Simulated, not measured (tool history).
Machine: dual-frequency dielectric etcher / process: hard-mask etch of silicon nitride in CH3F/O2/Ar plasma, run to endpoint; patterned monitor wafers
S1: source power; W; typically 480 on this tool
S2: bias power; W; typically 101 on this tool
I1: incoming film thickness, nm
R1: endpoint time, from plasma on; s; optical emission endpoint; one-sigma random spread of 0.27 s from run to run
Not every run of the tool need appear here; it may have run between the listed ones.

run	hour	S1	S2	I1	R1
1	0.0	480	101	40.34	46.9
# hour 54.8: wet clean of the chamber
2	67.3	510	101	40.37	45.6
3	122.2	540	116	40.95	43.5
4	183.7	540	116	40.66	43.5
5	250.8	540	116	40.83	43.7
6	315.2	520	82	40.38	47.1
# hour 390.6: upper electrode replaced
7	391.1	520	82	40.87	48.1
8	439.1	390	101	40.66	51.6
9	476.7	390	101	40.88	51.9
10	520.6	420	123	40.56	47.3
11	577.4	480	114	40.64	46.1
12	612.0	580	101	40.69	43.1
# hour 640.5: wet clean of the chamber
13	664.8	520	77	40.49	48.1
14	702.9	520	94	40.78	46.3
15	750.0	420	123	41.04	48.3
16	818.7	570	109	40.10	41.7
17	847.1	480	89	40.72	48.2
18	909.0	550	84	40.86	46.2
# hour 938.8: source power generator calibrated
19	946.6	480	101	40.40	48.3
20	1007.8	370	111	40.72	52.6
21	1065.2	480	92	40.53	48.7
# hour 1088.1: bias power generator calibrated
22	1105.3	390	115	40.65	51.5
23	1132.3	510	101	41.20	47.6
# hour 1181.3: wet clean of the chamber
24	1277.9	480	101	40.74	48.2
25	1335.2	480	108	40.69	47.2
26	1396.1	570	122	40.92	42.8
27	1459.8	480	101	40.35	47.1

Forecast run 28:
28	1497.4	590	92	40.86	?

Run 28 gave R1 44.9 s.
Without the tool's hidden state the same run would have given R1 45.0 s.
